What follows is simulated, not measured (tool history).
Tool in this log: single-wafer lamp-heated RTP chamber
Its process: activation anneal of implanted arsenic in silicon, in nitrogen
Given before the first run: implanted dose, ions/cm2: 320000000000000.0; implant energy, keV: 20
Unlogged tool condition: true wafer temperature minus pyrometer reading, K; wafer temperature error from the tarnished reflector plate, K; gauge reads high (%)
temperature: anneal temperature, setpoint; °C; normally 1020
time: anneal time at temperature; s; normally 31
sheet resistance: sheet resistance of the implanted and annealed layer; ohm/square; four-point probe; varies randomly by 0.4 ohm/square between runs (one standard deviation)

| run | hour | temperature | time | wafers since the last listed run | wafers since the last pyrometer calibration | wafers since the reflector plate was cleaned | hours since the gauge calibration | read-back reference wafer on the same gauge, sheet resistance | sheet resistance |
|---|---|---|---|---|---|---|---|---|---|
| 1 | 0 | 1010 | 25 | 0 | 7923 | 5272 | 224.5 | 230.84 | 266.7 |
| 2 | 14.7 | 1020 | 31 | 120 | 8044 | 5393 | 239.2 | 230.6 | 264.17 |
| 3 | 22.4 | 1020 | 31 | 63 | 8107 | 5456 | 246.9 | 230.57 | 263.45 |
| 4 | 33.6 | 1020 | 31 | 91 | 8199 | 5548 | 258.1 | 230.4 | 263.66 |
| 5 | 50.7 | 1020 | 31 | 140 | 8339 | 5688 | 275.2 | 230.1 | 263.06 |
| 6 | 59.9 | 1020 | 31 | 75 | 8415 | 5764 | 284.4 | 230.05 | 263.56 |
| 7 | 76.6 | 1020 | 31 | 137 | 8552 | 5901 | 301.1 | 229.82 | 263.24 |
| 8 | 92.9 | 1013 | 21 | 133 | 8686 | 6034 | 317.4 | 229.63 | 265.54 |
| 9 | 104.8 | 1013 | 21 | 97 | 8784 | 6132 | 329.3 | 229.28 | 265.57 |
| 10 | 116.4 | 1042 | 31 | 95 | 8879 | 6227 | 340.9 | 229.21 | 258.45 |
| 11 | 124.4 | 1042 | 31 | 65 | 8944 | 6293 | 348.9 | 229.01 | 258.47 |
| 12 | 133.1 | 1020 | 31 | 71 | 9016 | 6364 | 357.6 | 228.92 | 262.11 |
| 13 | 160.8 | 1020 | 31 | 227 | 9243 | 6592 | 385.3 | 228.34 | 261.13 |
|  | 162.5 | gauge calibrated |
| 14 | 177.9 | 1020 | 31 | 140 | 9384 | 6732 | 15.4 | 231.94 | 266.04 |
|  | 196.6 | reflector plate cleaned |
| 15 | 197.1 | 1012 | 31 | 91 | 9476 | 3 | 34.6 | 231.96 | 266.97 |
| 16 | 204.5 | 1012 | 31 | 60 | 9536 | 64 | 42 | 231.9 | 266.59 |
| 17 | 212.6 | 1034 | 24 | 66 | 9603 | 131 | 50.1 | 231.92 | 265.23 |
|  | 226.2 | pyrometer window cleaned and pyrometer calibrated |
| 18 | 226.7 | 1046 | 40 | 50 | 3 | 181 | 64.2 | 231.93 | 258.78 |
| 19 | 238.8 | 1020 | 31 | 99 | 103 | 280 | 76.3 | 231.87 | 265.06 |
| 20 | 252.8 | 1028 | 20 | 114 | 218 | 395 | 90.3 | 231.82 | 265.73 |
| 21 | 269.5 | 1000 | 24 | 137 | 355 | 532 | 107 | 231.66 | 268.91 |
| 22 | 278.2 | 990 | 45 | 71 | 426 | 603 | 115.7 | 231.56 | 266.83 |

Forecast run 23:
| 23 | 292.5 | 1020 | 42 | 117 | 543 | 721 | 130 | ? | ? |

read-back reference wafer on the same gauge, sheet resistance: 231.51
sheet resistance: 263.19 ohm/square
Without the tool's hidden state the same run would have given sheet resistance 263.72 ohm/square.
